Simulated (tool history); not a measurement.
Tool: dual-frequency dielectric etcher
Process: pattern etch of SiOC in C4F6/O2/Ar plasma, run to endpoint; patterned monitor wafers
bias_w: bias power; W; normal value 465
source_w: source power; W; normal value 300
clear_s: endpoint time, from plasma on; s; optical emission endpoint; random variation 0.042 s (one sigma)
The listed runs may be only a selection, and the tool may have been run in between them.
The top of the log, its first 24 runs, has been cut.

| run | hour | bias_w | source_w | incoming incoming film thickness, nm | clear_s |
|---|---|---|---|---|---|
|  | 635.7 | upper electrode replaced |
| 25 | 636.2 | 562 | 300 | 38.54 | 12.0 |
| 26 | 640.5 | 504 | 300 | 38.77 | 12.5 |
| 27 | 653.6 | 560 | 340 | 38.65 | 11.1 |
| 28 | 683.6 | 394 | 370 | 38.62 | 11.9 |
| 29 | 699.6 | 465 | 300 | 38.60 | 12.8 |
| 30 | 713.7 | 537 | 300 | 38.66 | 12.2 |
| 31 | 757.5 | 465 | 300 | 38.23 | 12.6 |
| 32 | 772.4 | 394 | 370 | 38.25 | 11.8 |
|  | 818.2 | wet clean of the chamber |
| 33 | 818.7 | 579 | 370 | 38.59 | 10.5 |

Here are 4 independent what-if runs from the current tool condition. What would each one return?
| A | 819.1 | 465 | 360 | 38.81 | ? |
| B | 819.1 | 465 | 370 | 38.81 | ? |
| C | 819.1 | 409 | 220 | 38.81 | ? |
| D | 819.1 | 368 | 330 | 38.81 | ? |

| run | clear_s |
|---|---|
| A | 11.5 |
| B | 11.4 |
| C | 16.4 |
| D | 13.1 |
Without the tool's unlogged condition, the same runs would have read:
| run | clear_s |
|---|---|
| A | 11.5 |
| B | 11.3 |
| C | 16.3 |
| D | 13.0 |
